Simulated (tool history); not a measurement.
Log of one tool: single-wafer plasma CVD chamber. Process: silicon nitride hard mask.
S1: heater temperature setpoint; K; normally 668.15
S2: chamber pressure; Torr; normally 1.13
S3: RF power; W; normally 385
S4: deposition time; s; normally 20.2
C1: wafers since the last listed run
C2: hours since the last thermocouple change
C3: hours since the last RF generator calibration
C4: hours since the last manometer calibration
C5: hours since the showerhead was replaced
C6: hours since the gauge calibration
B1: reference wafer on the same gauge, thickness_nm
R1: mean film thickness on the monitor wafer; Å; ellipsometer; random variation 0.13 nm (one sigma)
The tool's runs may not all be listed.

run    hour      S1    S2   S3    S4    C1      C2     C3      C4      C5     C6      B1      R1
  1     0.0  668.15  1.13  385  20.2     0   821.5  456.0  1690.6  6466.2  458.1  27.570  240.02
  2    53.4  668.15  1.13  385  20.2   762   874.9  509.4  1744.0  6519.6  511.5  27.627  238.23
  3   112.5  668.15  1.13  385  20.2   844   934.0  568.5  1803.1  6578.7  570.6  27.639  241.65
  4   163.8  668.15  1.13  385  20.2   732   985.3  619.8  1854.4  6630.0  621.9  27.625  242.73
  5   193.7  668.15  1.13  385  20.2   427  1015.2  649.7  1884.3  6659.9  651.8  27.585  239.41
  6   241.1  668.15  1.13  385  20.2   677  1062.6  697.1  1931.7  6707.3  699.2  27.584  237.53
  7   299.6  668.15  1.13  385  20.2   835  1121.1  755.6  1990.2  6765.8  757.7  27.588  240.50
  8   371.2  668.15  1.13  385  20.2  1022  1192.7  827.2  2061.8  6837.4  829.3  27.608  240.43
      401.0  -- gauge calibrated
  9   402.4  668.15  1.13  385  20.2   445  1223.9  858.4  2093.0  6868.6    1.4  27.582  238.00
 10   427.2  668.15  1.13  385  20.2   354  1248.7  883.2  2117.8  6893.4   26.2  27.562  240.22
 11   464.1  659.15  1.13  430  17.1   527  1285.6  920.1  2154.7  6930.3   63.1  27.596  213.53
      484.1  -- thermocouple changed; heater temperature recalibrated
      490.1  -- capacitance manometer re-zeroed and calibrated
 12   525.3  668.15  0.90  355  22.7   673    41.2  981.3    35.2  6991.5  124.3  27.586  230.20
      548.5  -- RF generator calibrated
 13   567.8  668.15  1.32  385  20.2   492    83.7   19.3    77.7  7034.0  166.8  27.560  268.72
 14   593.6  668.15  1.13  385  23.6   368   109.5   45.1   103.5  7059.8  192.6  27.592  289.33
 15   648.4  668.15  1.13  340  20.2   782   164.3   99.9   158.3  7114.6  247.4  27.598  230.87
 16   709.1  668.15  1.13  385  20.2   867   225.0  160.6   219.0  7175.3  308.1  27.557  248.22
 17   777.1  668.15  1.13  385  20.2   971   293.0  228.6   287.0  7243.3  376.1  27.628  248.35
      919.0  -- showerhead replaced
 18   989.9  662.15  1.40  315  18.1  2925   505.8  441.4   499.8    70.9  588.9  27.647  218.47
 19  1025.3  668.15  1.13  410  20.2   505   541.2  476.8   535.2   106.3  624.3  27.580  255.57
     1090.8  -- gauge calibrated
 20  1111.1  668.15  0.90  355  22.7  1225   627.0  562.6   621.0   192.1   20.3  27.583  226.16
 21  1167.4  668.15  1.13  385  20.2   804   683.3  618.9   677.3   248.4   76.6  27.599  247.33

Selected run-to-run steps in R1, each split into two signed amounts: the part the tool would show with no hidden state at all (from settings, incoming material and random variation), and the remainder, which goes to the hidden state together with any gauge scatter not common to the measured and the hidden-state-free results:
Hidden state present: wafer temperature above the value expected at the setpoint (K); delivered RF power above the setpoint (%); true pressure above the setpoint (%); gauge reads high (%).
Run 10 -> 11: S1 668.15 -> 659.15, S3 385 -> 430, S4 20.2 -> 17.1. R1 -26.69 Å: hidden state +1.12, all else -27.81.
Run 11 -> 12: S1 659.15 -> 668.15, S2 1.13 -> 0.90, S3 430 -> 355, S4 17.1 -> 22.7, thermocouple changed; heater temperature recalibrated, capacitance manometer re-zeroed and calibrated. R1 +16.67 Å: hidden state +9.97, all else +6.70.
Run 12 -> 13: S2 0.90 -> 1.32, S3 355 -> 385, S4 22.7 -> 20.2, RF generator calibrated. R1 +38.52 Å: hidden state -0.06, all else +38.58.
Run 14 -> 15: S3 385 -> 340, S4 23.6 -> 20.2. R1 -58.46 Å: hidden state -0.04, all else -58.42.
